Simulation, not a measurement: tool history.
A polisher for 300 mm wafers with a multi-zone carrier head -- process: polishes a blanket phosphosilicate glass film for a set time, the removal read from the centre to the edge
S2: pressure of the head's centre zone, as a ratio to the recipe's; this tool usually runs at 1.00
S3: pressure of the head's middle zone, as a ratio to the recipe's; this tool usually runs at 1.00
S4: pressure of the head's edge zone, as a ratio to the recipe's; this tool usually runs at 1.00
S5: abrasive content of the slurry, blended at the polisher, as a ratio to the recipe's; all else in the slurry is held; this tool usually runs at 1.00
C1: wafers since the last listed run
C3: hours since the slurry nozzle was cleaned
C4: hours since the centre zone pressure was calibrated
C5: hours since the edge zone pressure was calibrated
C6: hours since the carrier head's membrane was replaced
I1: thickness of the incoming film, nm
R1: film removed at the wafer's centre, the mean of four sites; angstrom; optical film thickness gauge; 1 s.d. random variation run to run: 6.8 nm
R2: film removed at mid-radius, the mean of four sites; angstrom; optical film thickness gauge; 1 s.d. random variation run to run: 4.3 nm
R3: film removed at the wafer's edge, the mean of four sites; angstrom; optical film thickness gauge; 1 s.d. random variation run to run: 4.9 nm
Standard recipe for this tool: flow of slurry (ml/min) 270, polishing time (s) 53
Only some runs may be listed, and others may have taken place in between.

run 1 day=0.000 | flow_of_slurry_(ml/min)=270 S2=1.00 S3=1.00 S4=1.00 S5=1.00 polishing_time_(s)=53 | C1=0 wafers_polished_on_this_pad=6318 C3=759.8 C4=453.9 C5=546.4 C6=1241.6 | I1=2349.2 | R1=4094 R2=4303 R3=4280
-- day=1.512 slurry nozzle cleaned
run 2 day=3.929 | flow_of_slurry_(ml/min)=215 S2=1.11 S3=1.00 S4=1.00 S5=1.00 polishing_time_(s)=66 | C1=989 wafers_polished_on_this_pad=7307 C3=58.0 C4=548.2 C5=640.7 C6=1335.9 | I1=2409.6 | R1=5352 R2=4973 R3=4937
run 3 day=5.758 | flow_of_slurry_(ml/min)=270 S2=1.00 S3=1.00 S4=1.00 S5=1.00 polishing_time_(s)=59 | C1=465 wafers_polished_on_this_pad=7773 C3=101.9 C4=592.1 C5=684.6 C6=1379.8 | I1=2411.0 | R1=4358 R2=4425 R3=4549
-- day=6.325 worn pad replaced by a new one
run 4 day=9.212 | flow_of_slurry_(ml/min)=195 S2=1.00 S3=1.06 S4=1.04 S5=0.90 polishing_time_(s)=53 | C1=836 wafers_polished_on_this_pad=734 C3=184.8 C4=675.0 C5=767.5 C6=1462.7 | I1=2390.3 | R1=4272 R2=4468 R3=4439
-- day=11.512 edge zone pressure recalibrated
run 5 day=12.333 | flow_of_slurry_(ml/min)=270 S2=1.00 S3=1.00 S4=1.00 S5=1.00 polishing_time_(s)=53 | C1=772 wafers_polished_on_this_pad=1507 C3=259.7 C4=749.9 C5=19.7 C6=1537.6 | I1=2378.2 | R1=4524 R2=4699 R3=4754
-- day=13.500 carrier head's membrane replaced by a new one
run 6 day=14.217 | flow_of_slurry_(ml/min)=270 S2=1.00 S3=1.07 S4=1.00 S5=1.00 polishing_time_(s)=53 | C1=426 wafers_polished_on_this_pad=1934 C3=304.9 C4=795.1 C5=64.9 C6=17.2 | I1=2384.5 | R1=4664 R2=5078 R3=4752
run 7 day=16.325 | flow_of_slurry_(ml/min)=270 S2=1.00 S3=1.00 S4=1.00 S5=1.00 polishing_time_(s)=53 | C1=536 wafers_polished_on_this_pad=2470 C3=355.5 C4=845.7 C5=115.5 C6=67.8 | I1=2393.8 | R1=4631 R2=4642 R3=4716
run 8 day=20.017 | flow_of_slurry_(ml/min)=270 S2=1.00 S3=1.00 S4=1.00 S5=1.00 polishing_time_(s)=53 | C1=939 wafers_polished_on_this_pad=3409 C3=444.1 C4=934.3 C5=204.1 C6=156.4 | I1=2409.4 | R1=4570 R2=4642 R3=4583
run 9 day=23.679 | flow_of_slurry_(ml/min)=270 S2=1.00 S3=1.00 S4=1.00 S5=1.00 polishing_time_(s)=53 | C1=931 wafers_polished_on_this_pad=4341 C3=532.0 C4=1022.2 C5=292.0 C6=244.3 | I1=2397.8 | R1=4509 R2=4459 R3=4543
run 10 day=30.617 | flow_of_slurry_(ml/min)=190 S2=1.00 S3=1.00 S4=1.00 S5=1.00 polishing_time_(s)=53 | C1=1765 wafers_polished_on_this_pad=6106 C3=698.5 C4=1188.7 C5=458.5 C6=410.8 | I1=2415.3 | R1=3903 R2=4059 R3=4129
-- day=31.500 worn pad replaced by a new one
-- day=31.758 slurry nozzle cleaned
run 11 day=35.083 | flow_of_slurry_(ml/min)=270 S2=1.00 S3=1.08 S4=1.00 S5=1.00 polishing_time_(s)=53 | C1=1083 wafers_polished_on_this_pad=901 C3=79.8 C4=1295.9 C5=565.7 C6=518.0 | I1=2354.6 | R1=4717 R2=4953 R3=4821
run 12 day=37.521 | flow_of_slurry_(ml/min)=270 S2=1.00 S3=1.00 S4=1.00 S5=1.00 polishing_time_(s)=53 | C1=620 wafers_polished_on_this_pad=1521 C3=138.3 C4=1354.4 C5=624.2 C6=576.5 | I1=2428.7 | R1=4570 R2=4738 R3=4671
-- day=41.408 edge zone pressure recalibrated
run 13 day=41.429 | flow_of_slurry_(ml/min)=270 S2=1.11 S3=0.95 S4=1.00 S5=1.00 polishing_time_(s)=53 | C1=973 wafers_polished_on_this_pad=2495 C3=232.1 C4=1448.2 C5=0.5 C6=670.3 | I1=2450.0 | R1=4987 R2=4477 R3=4592
run 14 day=44.654 | flow_of_slurry_(ml/min)=270 S2=1.00 S3=1.00 S4=1.00 S5=0.85 polishing_time_(s)=53 | C1=820 wafers_polished_on_this_pad=3315 C3=309.5 C4=1525.6 C5=77.9 C6=747.7 | I1=2433.4 | R1=4091 R2=4250 R3=4284
-- day=46.879 centre zone pressure recalibrated
run 15 day=47.554 | flow_of_slurry_(ml/min)=270 S2=1.00 S3=1.00 S4=1.11 S5=1.10 polishing_time_(s)=53 | C1=716 wafers_polished_on_this_pad=4032 C3=379.1 C4=16.2 C5=147.5 C6=817.3 | I1=2388.2 | R1=4649 R2=4714 R3=5004
run 16 day=50.325 | flow_of_slurry_(ml/min)=195 S2=1.00 S3=1.00 S4=1.00 S5=1.15 polishing_time_(s)=70 | C1=705 wafers_polished_on_this_pad=4737 C3=445.6 C4=82.7 C5=214.0 C6=883.8 | I1=2404.3 | R1=5744 R2=5979 R3=5955
run 17 day=51.967 | flow_of_slurry_(ml/min)=270 S2=1.00 S3=1.00 S4=1.00 S5=0.80 polishing_time_(s)=53 | C1=417 wafers_polished_on_this_pad=5155 C3=485.0 C4=122.1 C5=253.4 C6=923.2 | I1=2426.7 | R1=3860 R2=3991 R3=4009
run 18 day=55.504 | flow_of_slurry_(ml/min)=270 S2=0.94 S3=1.00 S4=1.00 S5=1.00 polishing_time_(s)=53 | C1=900 wafers_polished_on_this_pad=6055 C3=569.9 C4=207.0 C5=338.3 C6=1008.1 | I1=2378.6 | R1=3916 R2=4322 R3=4343
-- day=56.842 worn pad replaced by a new one
-- day=57.829 slurry nozzle cleaned
run 19 day=58.179 | flow_of_slurry_(ml/min)=270 S2=0.97 S3=0.89 S4=1.00 S5=1.00 polishing_time_(s)=53 | C1=627 wafers_polished_on_this_pad=329 C3=8.4 C4=271.2 C5=402.5 C6=1072.3 | I1=2423.4 | R1=4609 R2=4319 R3=4753
run 20 day=62.117 | flow_of_slurry_(ml/min)=270 S2=1.00 S3=1.00 S4=1.00 S5=1.00 polishing_time_(s)=53 | C1=1001 wafers_polished_on_this_pad=1331 C3=102.9 C4=365.7 C5=497.0 C6=1166.8 | I1=2382.7 | R1=4482 R2=4766 R3=4747

Hidden state at the last listed run before each entry between runs and at the first one after, where it differs:
Between runs 1 and 2: slurry nozzle cleaned (day 1.512)
  removal rate lost through wear of the pad, %: 10.7 -> 14.2
  measured value less the no-hidden-state value, R1: -488 -> -886 angstrom; R2: -514 -> -823 angstrom; R3: -511 -> -818 angstrom
Between runs 3 and 4: worn pad replaced by a new one (day 6.325)
  removal rate lost through wear of the pad, %: 16 -> 0.179
  measured value less the no-hidden-state value, R1: -833 -> -8 angstrom; R2: -845 -> -8 angstrom; R3: -868 -> -8 angstrom
Between runs 4 and 5: edge zone pressure recalibrated (day 11.512)
  removal rate lost through wear of the pad, %: 0.179 -> 0.643
  measured value less the no-hidden-state value, R1: -8 -> -29 angstrom; R2: -8 -> -30 angstrom; R3: -8 -> -31 angstrom
Between runs 5 and 6: carrier head's membrane replaced by a new one (day 13.500)
  removal rate lost through wear of the pad, %: 0.643 -> 1.08
  measured value less the no-hidden-state value, R1: -29 -> -50 angstrom; R2: -30 -> -56 angstrom; R3: -31 -> -52 angstrom
Between runs 10 and 11: worn pad replaced by a new one (day 31.500); slurry nozzle cleaned (day 31.758)
  removal rate lost through wear of the pad, %: 9.91 -> 0.633
  measured value less the no-hidden-state value, R1: -430 -> -30 angstrom; R2: -446 -> -32 angstrom; R3: -454 -> -30 angstrom
Between runs 12 and 13: edge zone pressure recalibrated (day 41.408)
  removal rate lost through wear of the pad, %: 1.03 -> 2.07
  measured value less the no-hidden-state value, R1: -48 -> -106 angstrom; R2: -49 -> -94 angstrom; R3: -49 -> -97 angstrom
Between runs 14 and 15: centre zone pressure recalibrated (day 46.879)
  removal rate lost through wear of the pad, %: 3.31 -> 4.73
  measured value less the no-hidden-state value, R1: -140 -> -230 angstrom; R2: -146 -> -234 angstrom; R3: -147 -> -248 angstrom
Between runs 18 and 19: worn pad replaced by a new one (day 56.842); slurry nozzle cleaned (day 57.829)
  removal rate lost through wear of the pad, %: 10.1 -> 0.0871
  measured value less the no-hidden-state value, R1: -438 -> -4 angstrom; R2: -483 -> -4 angstrom; R3: -486 -> -5 angstrom
